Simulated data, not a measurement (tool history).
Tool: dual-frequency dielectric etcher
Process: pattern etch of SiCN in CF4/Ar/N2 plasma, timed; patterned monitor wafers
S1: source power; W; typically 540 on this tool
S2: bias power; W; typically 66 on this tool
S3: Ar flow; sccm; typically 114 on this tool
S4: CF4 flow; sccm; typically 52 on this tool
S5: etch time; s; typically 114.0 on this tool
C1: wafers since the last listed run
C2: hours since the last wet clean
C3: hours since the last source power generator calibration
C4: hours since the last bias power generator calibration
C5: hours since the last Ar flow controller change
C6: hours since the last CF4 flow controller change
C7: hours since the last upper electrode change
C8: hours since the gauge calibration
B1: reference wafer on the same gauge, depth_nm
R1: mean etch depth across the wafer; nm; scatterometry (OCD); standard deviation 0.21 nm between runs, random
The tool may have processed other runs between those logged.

run	hour	S1	S2	S3	S4	S5	C1	C2	C3	C4	C5	C6	C7	C8	B1	R1
1	0.0	410	66	114	52	114.0	0	226.0	285.7	2228.5	733.6	1761.5	5072.1	2091.8	91.9	72.8
# hour 78.4: bias power generator calibrated
2	89.7	540	82	114	52	114.0	876	315.7	375.4	11.3	823.3	1851.2	5161.8	2181.5	92.0	106.1
3	187.4	540	76	125	64	140.5	999	413.4	473.1	109.0	921.0	1948.9	5259.5	2279.2	91.9	128.0
4	227.7	540	66	114	52	114.0	412	453.7	513.4	149.3	961.3	1989.2	5299.8	2319.5	92.0	97.7
5	270.6	540	66	114	47	114.0	438	496.6	556.3	192.2	1004.2	2032.1	5342.7	2362.4	91.9	96.6
6	339.4	620	66	93	52	114.0	703	565.4	625.1	261.0	1073.0	2100.9	5411.5	2431.2	91.9	116.5
7	405.6	540	66	114	52	114.0	677	631.6	691.3	327.2	1139.2	2167.1	5477.7	2497.4	91.9	97.5
8	506.4	540	56	125	58	114.0	1031	732.4	792.1	428.0	1240.0	2267.9	5578.5	2598.2	91.9	90.9
# hour 587.7: wet clean of the chamber
# hour 678.7: upper electrode replaced
9	692.8	540	76	114	57	94.5	1415	105.1	978.5	614.4	1426.4	2454.3	14.1	2784.6	91.9	86.8
# hour 729.6: gauge calibrated
10	745.5	540	66	114	52	114.0	539	157.8	1031.2	667.1	1479.1	2507.0	66.8	15.9	91.8	98.2
11	845.6	540	66	114	52	142.0	1024	257.9	1131.3	767.2	1579.2	2607.1	166.9	116.0	91.9	122.6
12	885.2	540	66	114	62	114.0	405	297.5	1170.9	806.8	1618.8	2646.7	206.5	155.6	91.8	99.6

Expected results for the next run?
# hour 955.8: CF4 flow controller replaced
13	977.1	480	77	114	61	114.0	878	389.4	1262.8	898.7	1710.7	21.3	298.4	247.5	?	?

Run 13 yielded B1 91.9, R1 92.5 nm.
The same run, on a tool lacking any hidden state, would have yielded R1 93.6 nm.
